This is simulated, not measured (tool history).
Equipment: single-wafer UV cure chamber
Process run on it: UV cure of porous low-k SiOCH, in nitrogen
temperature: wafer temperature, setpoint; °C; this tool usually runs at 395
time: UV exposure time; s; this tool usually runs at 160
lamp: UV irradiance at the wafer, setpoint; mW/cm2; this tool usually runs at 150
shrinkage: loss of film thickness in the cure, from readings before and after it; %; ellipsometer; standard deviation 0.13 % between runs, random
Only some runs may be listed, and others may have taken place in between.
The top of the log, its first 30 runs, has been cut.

| run | day | temperature | time | lamp | wafers since the last listed run | hours since the UV bulbs were replaced | wafers since the quartz window was cleaned | shrinkage |
|---|---|---|---|---|---|---|---|---|
| 31 | 32.529 | 382 | 125 | 168 | 99 | 129.5 | 1484 | 13.046 |
| 32 | 33.146 | 395 | 160 | 133 | 62 | 144.3 | 1546 | 13.392 |
| 33 | 33.696 | 395 | 160 | 150 | 55 | 157.5 | 1602 | 13.857 |
| 34 | 34.917 | 395 | 160 | 150 | 123 | 186.8 | 1725 | 14.074 |
| 35 | 35.588 | 395 | 160 | 150 | 67 | 202.9 | 1793 | 13.887 |
| 36 | 37.742 | 385 | 250 | 150 | 217 | 254.6 | 2011 | 16.015 |
| 37 | 38.862 | 395 | 100 | 164 | 113 | 281.5 | 2124 | 11.731 |
| 38 | 39.571 | 395 | 230 | 133 | 71 | 298.5 | 2196 | 14.718 |
|  | 40.046 | quartz window cleaned |
| 39 | 40.471 | 395 | 160 | 150 | 57 | 320.1 | 43 | 14.975 |
| 40 | 41.162 | 385 | 70 | 181 | 69 | 336.7 | 113 | 11.185 |
| 41 | 41.754 | 395 | 160 | 186 | 59 | 350.9 | 172 | 15.972 |
| 42 | 42.3 | 380 | 210 | 174 | 55 | 364 | 228 | 16.642 |
| 43 | 43.767 | 380 | 255 | 187 | 148 | 399.2 | 376 | 18.106 |

Each row is a separate what-if for the run after 43, all from the same tool condition, not one after another. Results?
| A | 43.788 | 400 | 160 | 150 | 2 | 399.7 | 378 | ? |
| B | 43.788 | 400 | 160 | 120 | 2 | 399.7 | 378 | ? |
| C | 43.788 | 401 | 230 | 121 | 2 | 399.7 | 378 | ? |
| D | 43.788 | 413 | 160 | 150 | 2 | 399.7 | 378 | ? |
| E | 43.788 | 395 | 125 | 114 | 2 | 399.7 | 378 | ? |

| run | shrinkage |
|---|---|
| A | 14.735 |
| B | 13.555 |
| C | 15.553 |
| D | 14.998 |
| E | 11.919 |
What these runs would have given with no unlogged condition in the tool:
| run | shrinkage |
|---|---|
| A | 15.218 |
| B | 14.027 |
| C | 16.042 |
| D | 15.483 |
| E | 12.378 |

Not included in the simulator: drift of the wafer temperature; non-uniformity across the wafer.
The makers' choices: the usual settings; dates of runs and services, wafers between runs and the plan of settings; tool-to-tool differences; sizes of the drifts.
